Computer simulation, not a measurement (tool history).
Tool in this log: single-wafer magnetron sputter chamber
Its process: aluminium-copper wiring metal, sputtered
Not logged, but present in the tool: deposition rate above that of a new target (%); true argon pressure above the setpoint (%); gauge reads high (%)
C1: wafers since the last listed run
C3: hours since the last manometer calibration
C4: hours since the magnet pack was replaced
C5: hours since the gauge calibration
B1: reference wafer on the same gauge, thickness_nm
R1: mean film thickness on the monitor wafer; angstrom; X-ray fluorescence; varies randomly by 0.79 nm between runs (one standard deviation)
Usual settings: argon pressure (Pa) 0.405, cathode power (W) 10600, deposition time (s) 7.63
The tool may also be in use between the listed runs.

{"run": 1, "day": 0.0, "argon pressure (Pa)": 0.336, "cathode power (W)": 12400, "deposition time (s)": 7.63, "C1": 0, "wafers on the sputter target": 2790, "C3": 893.9, "C4": 7741.7, "C5": 461.6, "B1": 136.961, "R1": 1619.4}
{"run": 2, "day": 1.388, "argon pressure (Pa)": 0.405, "cathode power (W)": 10600, "deposition time (s)": 8.7, "C1": 1057, "wafers on the sputter target": 3847, "C3": 927.2, "C4": 7775, "C5": 494.9, "B1": 136.969, "R1": 1572.77}
{"run": 3, "day": 2.562, "argon pressure (Pa)": 0.405, "cathode power (W)": 10600, "deposition time (s)": 8.7, "C1": 895, "wafers on the sputter target": 4743, "C3": 955.4, "C4": 7803.2, "C5": 523.1, "B1": 137.061, "R1": 1573.53}
{"run": 4, "day": 3.283, "argon pressure (Pa)": 0.405, "cathode power (W)": 10600, "deposition time (s)": 8.7, "C1": 549, "wafers on the sputter target": 5292, "C3": 972.7, "C4": 7820.5, "C5": 540.4, "B1": 136.88, "R1": 1567.42}
{"day": 5.021, "done": "sputter target and shields replaced"}
{"run": 5, "day": 5.342, "argon pressure (Pa)": 0.405, "cathode power (W)": 10600, "deposition time (s)": 7.63, "C1": 1314, "wafers on the sputter target": 245, "C3": 1022.1, "C4": 7869.9, "C5": 589.8, "B1": 136.989, "R1": 1360.45}
{"run": 6, "day": 6.05, "argon pressure (Pa)": 0.405, "cathode power (W)": 10600, "deposition time (s)": 7.63, "C1": 539, "wafers on the sputter target": 785, "C3": 1039.1, "C4": 7886.9, "C5": 606.8, "B1": 136.909, "R1": 1365.76}
{"run": 7, "day": 7.067, "argon pressure (Pa)": 0.405, "cathode power (W)": 10600, "deposition time (s)": 7.63, "C1": 774, "wafers on the sputter target": 1559, "C3": 1063.5, "C4": 7911.3, "C5": 631.2, "B1": 136.926, "R1": 1378.47}
{"run": 8, "day": 7.808, "argon pressure (Pa)": 0.405, "cathode power (W)": 10600, "deposition time (s)": 7.63, "C1": 565, "wafers on the sputter target": 2124, "C3": 1081.3, "C4": 7929.1, "C5": 649, "B1": 136.975, "R1": 1362}
{"run": 9, "day": 9.196, "argon pressure (Pa)": 0.405, "cathode power (W)": 10600, "deposition time (s)": 7.63, "C1": 1057, "wafers on the sputter target": 3182, "C3": 1114.6, "C4": 7962.4, "C5": 682.3, "B1": 137.185, "R1": 1368.9}
{"run": 10, "day": 10.658, "argon pressure (Pa)": 0.405, "cathode power (W)": 10600, "deposition time (s)": 7.63, "C1": 1114, "wafers on the sputter target": 4296, "C3": 1149.7, "C4": 7997.5, "C5": 717.4, "B1": 137.074, "R1": 1363.61}
{"run": 11, "day": 11.588, "argon pressure (Pa)": 0.405, "cathode power (W)": 9200, "deposition time (s)": 7.63, "C1": 707, "wafers on the sputter target": 5004, "C3": 1172, "C4": 8019.8, "C5": 739.7, "B1": 136.97, "R1": 1214.81}
{"day": 12.042, "done": "sputter target and shields replaced"}
{"run": 12, "day": 15.879, "argon pressure (Pa)": 0.405, "cathode power (W)": 9200, "deposition time (s)": 7.63, "C1": 3015, "wafers on the sputter target": 2924, "C3": 1275, "C4": 8122.8, "C5": 842.7, "B1": 137.054, "R1": 1221.6}
{"run": 13, "day": 17.188, "argon pressure (Pa)": 0.405, "cathode power (W)": 10600, "deposition time (s)": 7.63, "C1": 996, "wafers on the sputter target": 3921, "C3": 1306.4, "C4": 8154.2, "C5": 874.1, "B1": 136.889, "R1": 1358.43}
{"day": 18.196, "done": "magnet pack replaced"}
{"run": 14, "day": 18.621, "argon pressure (Pa)": 0.405, "cathode power (W)": 10600, "deposition time (s)": 7.63, "C1": 838, "wafers on the sputter target": 4759, "C3": 1340.8, "C4": 10.2, "C5": 908.5, "B1": 136.889, "R1": 1375.46}
{"run": 15, "day": 19.667, "argon pressure (Pa)": 0.405, "cathode power (W)": 9800, "deposition time (s)": 7.63, "C1": 796, "wafers on the sputter target": 5556, "C3": 1365.9, "C4": 35.3, "C5": 933.6, "B1": 137.023, "R1": 1272.67}
{"run": 16, "day": 20.258, "argon pressure (Pa)": 0.405, "cathode power (W)": 9800, "deposition time (s)": 7.63, "C1": 450, "wafers on the sputter target": 6007, "C3": 1380.1, "C4": 49.5, "C5": 947.8, "B1": 137, "R1": 1289.59}
{"run": 17, "day": 20.771, "argon pressure (Pa)": 0.405, "cathode power (W)": 9800, "deposition time (s)": 7.63, "C1": 390, "wafers on the sputter target": 6397, "C3": 1392.4, "C4": 61.8, "C5": 960.1, "B1": 137.081, "R1": 1280.3}
{"day": 21.321, "done": "sputter target and shields replaced"}
{"run": 18, "day": 21.754, "argon pressure (Pa)": 0.31, "cathode power (W)": 10600, "deposition time (s)": 7.63, "C1": 495, "wafers on the sputter target": 329, "C3": 1416, "C4": 85.4, "C5": 983.7, "B1": 137.024, "R1": 1417.72}
{"run": 19, "day": 22.579, "argon pressure (Pa)": 0.405, "cathode power (W)": 10600, "deposition time (s)": 7.63, "C1": 628, "wafers on the sputter target": 958, "C3": 1435.8, "C4": 105.2, "C5": 1003.5, "B1": 137.044, "R1": 1353.77}
{"day": 24.404, "done": "capacitance manometer re-zeroed and calibrated"}
{"run": 20, "day": 25.238, "argon pressure (Pa)": 0.405, "cathode power (W)": 10600, "deposition time (s)": 7.63, "C1": 1771, "wafers on the sputter target": 2729, "C3": 20, "C4": 169, "C5": 1067.3, "B1": 137.001, "R1": 1363.5}
{"run": 21, "day": 25.9, "argon pressure (Pa)": 0.466, "cathode power (W)": 8450, "deposition time (s)": 7.63, "C1": 504, "wafers on the sputter target": 3234, "C3": 35.9, "C4": 184.9, "C5": 1083.2, "B1": 137.003, "R1": 1103.39}
{"day": 26.429, "done": "gauge calibrated"}
{"run": 22, "day": 26.888, "argon pressure (Pa)": 0.303, "cathode power (W)": 8650, "deposition time (s)": 8.27, "C1": 752, "wafers on the sputter target": 3987, "C3": 59.6, "C4": 208.6, "C5": 11, "B1": 137.025, "R1": 1291.87}
{"run": 23, "day": 28.35, "argon pressure (Pa)": 0.405, "cathode power (W)": 12600, "deposition time (s)": 6.79, "C1": 1114, "wafers on the sputter target": 5101, "C3": 94.7, "C4": 243.7, "C5": 46.1, "B1": 136.966, "R1": 1424.76}
{"day": 29.483, "done": "sputter target and shields replaced"}
{"run": 24, "day": 29.504, "argon pressure (Pa)": 0.356, "cathode power (W)": 10600, "deposition time (s)": 9.15, "C1": 625, "wafers on the sputter target": 16, "C3": 122.4, "C4": 271.4, "C5": 73.8, "B1": 137.001, "R1": 1674.56}
{"run": 25, "day": 31.221, "argon pressure (Pa)": 0.405, "cathode power (W)": 10600, "deposition time (s)": 8.44, "C1": 1307, "wafers on the sputter target": 1324, "C3": 163.6, "C4": 312.6, "C5": 115, "B1": 137.079, "R1": 1514.71}
{"run": 26, "day": 31.854, "argon pressure (Pa)": 0.5, "cathode power (W)": 11500, "deposition time (s)": 7.63, "C1": 482, "wafers on the sputter target": 1806, "C3": 178.8, "C4": 327.8, "C5": 130.2, "B1": 137.067, "R1": 1432.35}
{"run": 27, "day": 32.562, "argon pressure (Pa)": 0.483, "cathode power (W)": 11400, "deposition time (s)": 8.62, "C1": 539, "wafers on the sputter target": 2346, "C3": 195.8, "C4": 344.8, "C5": 147.2, "B1": 136.927, "R1": 1589.41}
{"run": 28, "day": 33.162, "argon pressure (Pa)": 0.405, "cathode power (W)": 10600, "deposition time (s)": 7.63, "C1": 457, "wafers on the sputter target": 2803, "C3": 210.2, "C4": 359.2, "C5": 161.6, "B1": 136.928, "R1": 1369.11}
{"run": 29, "day": 33.767, "argon pressure (Pa)": 0.405, "cathode power (W)": 8100, "deposition time (s)": 8.23, "C1": 460, "wafers on the sputter target": 3264, "C3": 224.7, "C4": 373.7, "C5": 176.1, "B1": 137.021, "R1": 1178.86}
{"run": 30, "day": 35.083, "argon pressure (Pa)": 0.405, "cathode power (W)": 10600, "deposition time (s)": 7.63, "C1": 1003, "wafers on the sputter target": 4267, "C3": 256.3, "C4": 405.3, "C5": 207.7, "B1": 137.075, "R1": 1355.43}
{"run": 31, "day": 35.779, "argon pressure (Pa)": 0.319, "cathode power (W)": 13050, "deposition time (s)": 9.14, "C1": 530, "wafers on the sputter target": 4797, "C3": 273, "C4": 422, "C5": 224.4, "B1": 137, "R1": 2033.4}
{"day": 36.483, "done": "sputter target and shields replaced"}
{"run": 32, "day": 36.717, "argon pressure (Pa)": 0.405, "cathode power (W)": 10600, "deposition time (s)": 7.13, "C1": 460, "wafers on the sputter target": 177, "C3": 295.5, "C4": 444.5, "C5": 246.9, "B1": 136.86, "R1": 1281.06}
{"run": 33, "day": 37.788, "argon pressure (Pa)": 0.405, "cathode power (W)": 8000, "deposition time (s)": 7.63, "C1": 815, "wafers on the sputter target": 993, "C3": 321.2, "C4": 470.2, "C5": 272.6, "B1": 137.103, "R1": 1073.32}
{"run": 34, "day": 38.862, "argon pressure (Pa)": 0.551, "cathode power (W)": 12100, "deposition time (s)": 8.53, "C1": 819, "wafers on the sputter target": 1812, "C3": 347, "C4": 496, "C5": 298.4, "B1": 137.06, "R1": 1624.34}
{"run": 35, "day": 39.817, "argon pressure (Pa)": 0.507, "cathode power (W)": 7950, "deposition time (s)": 7.63, "C1": 727, "wafers on the sputter target": 2539, "C3": 369.9, "C4": 518.9, "C5": 321.3, "B1": 137.084, "R1": 1034.15}

Across each entry between runs, compare the hidden state at the last listed run before it with the hidden state at the first listed run after it:
Run 4 -> run 5: sputter target and shields replaced (day 5.021)
  the hidden state is the same at both runs
Run 11 -> run 12: sputter target and shields replaced (day 12.042)
  the hidden state is the same at both runs
Run 13 -> run 14: magnet pack replaced (day 18.196)
  the hidden state is the same at both runs
Run 17 -> run 18: sputter target and shields replaced (day 21.321)
  the hidden state is the same at both runs
Run 19 -> run 20: capacitance manometer re-zeroed and calibrated (day 24.404)
  the hidden state is the same at both runs
Run 21 -> run 22: gauge calibrated (day 26.429)
  the hidden state is the same at both runs
Run 23 -> run 24: sputter target and shields replaced (day 29.483)
  the hidden state is the same at both runs
Run 31 -> run 32: sputter target and shields replaced (day 36.483)
  the hidden state is the same at both runs
